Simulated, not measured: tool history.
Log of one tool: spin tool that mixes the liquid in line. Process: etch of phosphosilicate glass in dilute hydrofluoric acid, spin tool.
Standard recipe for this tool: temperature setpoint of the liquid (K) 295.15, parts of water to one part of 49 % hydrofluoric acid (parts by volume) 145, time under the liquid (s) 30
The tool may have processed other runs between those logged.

run	hour	temperature setpoint of the liquid (K)	parts of water to one part of 49 % hydrofluoric acid (parts by volume)	time under the liquid (s)	read-back film thickness of the phosphosilicate glass reference wafer, read on the same gauge (nm)	thickness taken off the phosphosilicate glass on a monitor wafer (nm)
1	0	295.15	145	30	130	16.73
2	15.3	295.15	145	30	129.97	16.77
3	30.6	295.15	145	30	130.02	16.65
4	38.8	295.15	175	30	130.01	13.44
5	47.7	295.15	175	30	130.02	13.34
6	61.9	295.15	145	25	129.97	13.94
7	69.5	295.15	145	30	130.03	16.67
8	89.6	295.15	145	30	129.99	16.71
9	107.1	295.15	145	30	130.02	16.73
10	124.5	295.15	145	30	130	16.72
11	136.4	291.15	115	30	129.99	18.34
# hour 155.4: hydrofluoric acid flow meter replaced
12	182.2	295.15	145	30	130.02	16.59
13	228.7	295.15	145	30	130.03	16.64
14	236.9	295.15	145	30	129.99	16.59
# hour 249.9: gauge calibrated
15	254	295.15	120	30	130.01	20.61
16	272	295.15	145	30	130	16.56
17	289	295.15	145	30	129.98	16.6
18	304.6	299.65	190	25	129.99	12.03
19	321.8	295.15	145	45	130	24.77
20	330	299.65	105	30	130.01	28.3
21	339.9	295.15	145	30	129.98	16.57
22	354.4	291.15	125	30	130.04	16.66
23	367.6	299.65	80	30	129.99	38.28

Run 24 has not been measured yet. What should we expect?
# hour 375: thermometer replaced
24	375.5	295.15	145	30	?	?

{"run 24": {"read-back film thickness of the phosphosilicate glass reference wafer, read on the same gauge (nm)": 130.02, "thickness taken off the phosphosilicate glass on a monitor wafer (nm)": 18.13}}
Were there no unlogged condition in the tool, this run, its random variation unchanged, would have produced thickness taken off the phosphosilicate glass on a monitor wafer (nm) 18.34.

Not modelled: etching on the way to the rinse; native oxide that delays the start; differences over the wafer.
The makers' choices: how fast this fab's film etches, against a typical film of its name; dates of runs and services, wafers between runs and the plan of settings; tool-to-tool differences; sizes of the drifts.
